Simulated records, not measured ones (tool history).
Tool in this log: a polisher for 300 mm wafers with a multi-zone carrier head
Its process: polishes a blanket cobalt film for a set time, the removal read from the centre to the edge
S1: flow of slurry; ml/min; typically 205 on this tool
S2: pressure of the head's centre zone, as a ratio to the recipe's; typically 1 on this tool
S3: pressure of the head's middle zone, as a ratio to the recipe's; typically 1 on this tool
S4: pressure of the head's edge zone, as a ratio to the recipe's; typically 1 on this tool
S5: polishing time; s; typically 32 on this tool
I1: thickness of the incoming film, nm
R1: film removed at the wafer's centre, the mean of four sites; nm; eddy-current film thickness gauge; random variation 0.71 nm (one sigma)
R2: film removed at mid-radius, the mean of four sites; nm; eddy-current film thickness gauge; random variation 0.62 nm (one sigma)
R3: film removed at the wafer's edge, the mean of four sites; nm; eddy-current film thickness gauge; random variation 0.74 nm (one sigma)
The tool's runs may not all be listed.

run	hour	S1	S2	S3	S4	S5	I1	R1	R2	R3
1	0	205	1	1	1	32	1166.1	108	100.6	103.8
2	17.1	205	1	1	1	32	1176.8	106.4	101.1	102.2
3	31.7	205	1	1	1	32	1173.8	108.1	100.3	102.9
4	43.6	205	1	1	1	32	1182.4	108.6	100.1	102.8
5	59.9	205	1	1	1	32	1181.7	109.3	100.3	102.9
6	71.5	205	1	1	1	32	1172.6	108.3	99.9	103.5
7	83.2	205	1	1	1	32	1167.1	109.4	99.8	102.5
8	90.2	205	1	1	1	32	1194.8	108.6	100.4	102.2
9	103.2	205	1	1	1	32	1196.5	109.6	101.4	103.1
10	115.5	205	1	1	1	32	1198.4	108.2	100.5	103.1
11	156.2	205	1	1	1	32	1188.9	98.2	100.9	104.2
12	167.9	205	1	1	0.89	41	1200.2	124	129.8	125.8
13	183.7	205	1.08	1	1	36	1194.8	116.7	113.8	116
14	191.7	205	1	1	1	22	1173.1	68.5	68.2	71.4
15	197.9	240	1.05	0.95	1	32	1181.2	105.3	98.3	102.4
16	213.9	205	1	1	1	32	1198.5	99	101.2	103.1
17	230.2	180	1	1.04	1.04	36	1183	109.4	114.4	116.1
18	237.1	205	1	0.9	0.94	32	1180.1	99.2	93.7	100.6
19	254	140	1.12	1	1	32	1189.6	103.5	95.8	100.4
20	306.6	205	1	1	1	32	1196.2	98.6	100.7	103.1
21	314.9	205	1	1	1	32	1170.1	100.4	99.1	103.1
22	322.5	180	1	1.07	1	42	1202.7	128.6	136.2	134.2
23	334.1	205	1	1	1	32	1188	99.6	100	103.7

Between the runs listed above, the log contained 9 entries, not reproduced here. Where in the sequence does each belong, and how does what the log doesn't record of the tool's condition differ from the listed run before to the listed run after?
From run 1 to run 2: worn pad replaced by a new one (hour 15.4); slurry nozzle cleaned (hour 16.6)
  deviation of the centre zone's pressure from its setpoint, %: 15 -> 15.2
  measured less the result without the state, R1: +9.6 -> +9.4 nm
From run 10 to run 11: worn pad replaced by a new one, of another model than before (hour 123.2); centre zone pressure recalibrated (hour 140)
  deviation of the centre zone's pressure from its setpoint, %: 16.4 -> 0.41
  measured less the result without the state, R1: +10.3 -> +0.3 nm
From run 12 to run 13: carrier head's membrane replaced by a new one (hour 181)
  deviation of the centre zone's pressure from its setpoint, %: 0.547 -> 0.733
  measured less the result without the state, R1: +0.4 -> +0.5 nm
From run 14 to run 15: slurry nozzle cleaned (hour 197.3)
  deviation of the centre zone's pressure from its setpoint, %: 0.827 -> 0.899
  measured less the result without the state, R1: +0.4 -> +0.7 nm
From run 15 to run 16: worn pad replaced by a new one (hour 212.4)
  deviation of the centre zone's pressure from its setpoint, %: 0.899 -> 1.09
  measured less the result without the state, R1: +0.7 -> +0.6 nm
From run 19 to run 20: edge zone pressure recalibrated (hour 261.1)
  deviation of the centre zone's pressure from its setpoint, %: 1.56 -> 2.17
  measured less the result without the state, R1: +1.1 -> +1.3 nm
From run 21 to run 22: worn pad replaced by a new one (hour 322)
  deviation of the centre zone's pressure from its setpoint, %: 2.27 -> 2.36
  measured less the result without the state, R1: +1.4 -> +1.9 nm
